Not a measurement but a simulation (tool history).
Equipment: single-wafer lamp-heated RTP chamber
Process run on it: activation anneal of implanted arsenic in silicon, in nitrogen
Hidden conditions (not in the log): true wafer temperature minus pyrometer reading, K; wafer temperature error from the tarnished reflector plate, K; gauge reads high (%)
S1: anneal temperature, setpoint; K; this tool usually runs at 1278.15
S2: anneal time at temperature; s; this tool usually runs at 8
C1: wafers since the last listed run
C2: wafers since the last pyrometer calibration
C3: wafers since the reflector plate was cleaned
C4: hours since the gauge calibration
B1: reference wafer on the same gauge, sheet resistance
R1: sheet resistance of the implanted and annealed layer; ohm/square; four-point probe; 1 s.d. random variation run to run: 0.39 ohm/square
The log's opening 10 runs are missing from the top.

run	hour	S1	S2	C1	C2	C3	C4	B1	R1
# hour 332.5: pyrometer window cleaned and pyrometer calibrated
11	338.6	1278.15	8	294	93	4041	518.8	106.00	128.97
12	372.7	1278.15	8	517	610	4558	552.9	106.18	128.71
13	392.1	1278.15	8	294	904	4852	572.3	105.99	127.96
14	427.1	1278.15	8	530	1435	5383	607.3	105.97	128.02
15	449.8	1278.15	8	344	1779	5727	630.0	106.04	128.05
16	482.6	1278.15	8	497	2277	6225	662.8	105.99	127.49
# hour 513.1: pyrometer window cleaned and pyrometer calibrated
17	513.8	1278.15	8	351	10	6577	694.0	105.97	127.71
18	527.2	1278.15	8	203	213	6780	707.4	106.14	127.06
19	555.2	1284.15	8	424	638	7205	735.4	106.09	125.91
20	568.3	1303.15	7	198	836	7403	748.5	106.10	121.99
21	582.1	1289.15	8	209	1046	7613	762.3	106.20	124.61
22	601.5	1278.15	8	294	1340	7907	781.7	105.95	127.34
# hour 643.5: reflector plate cleaned
23	644.0	1269.15	10	523	1863	7	824.2	105.99	130.04

Expected results for the next run?
24	657.2	1278.15	8	200	2063	207	837.4	?	?

Run 24 came out at B1 105.92, R1 129.29 ohm/square.
Minus the tool's unlogged condition, the same run would have read R1 129.65 ohm/square.
